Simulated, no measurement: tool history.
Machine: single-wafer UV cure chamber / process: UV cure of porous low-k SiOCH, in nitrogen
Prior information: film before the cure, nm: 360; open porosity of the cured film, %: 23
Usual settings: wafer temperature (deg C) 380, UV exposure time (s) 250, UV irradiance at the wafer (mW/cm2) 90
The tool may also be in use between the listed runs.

run   hour  wafer temperature (deg C)  UV exposure time (s)  UV irradiance at the wafer (mW/cm2)  loss of film thickness in the cure (%)
  1    0.0                        380                   250                                   90                                  10.789
  2   19.9                        380                   250                                   90                                  10.757
  3   42.4                        380                   250                                   90                                  10.599
  4   66.5                        380                   250                                   90                                  10.373
  5   84.7                        380                   250                                   90                                  10.430
  6  129.7                        380                   250                                   90                                  10.108
  7  146.2                        380                   250                                   90                                   9.719
  8  205.9                        396                   250                                  107                                  10.756
  9  235.5                        396                   250                                  107                                  10.510
 10  261.1                        389                   290                                   75                                   9.091
     271.8  -- quartz window cleaned
 11  278.9                        386                   165                                   51                                   5.907
 12  310.8                        363                   250                                  130                                  11.214
 13  324.9                        380                   250                                   90                                  10.014
     339.2  -- UV bulbs replaced
 14  356.3                        380                   250                                  126                                  13.615
 15  370.4                        396                   250                                  107                                  12.781
 16  405.5                        387                   145                                  106                                   9.935
 17  428.5                        389                   290                                   75                                  11.557
 18  443.1                        368                   195                                   90                                   9.782
 19  460.4                        380                   250                                   51                                   8.762

Predict each of these 4 candidate next runs independently; none follows another, all start after run 19:
  A  460.9                        398                   250                                   90                                       ?
  B  460.9                        371                   385                                  111                                       ?
  C  460.9                        380                   250                                  121                                       ?
  D  460.9                        387                   250                                   90                                       ?

run  loss of film thickness in the cure (%)
  A                                  11.504
  B                                  14.100
  C                                  12.581
  D                                  11.300
Without the tool's unlogged condition, the same runs would have read:
run  loss of film thickness in the cure (%)
  A                                  12.454
  B                                  15.099
  C                                  13.553
  D                                  12.245
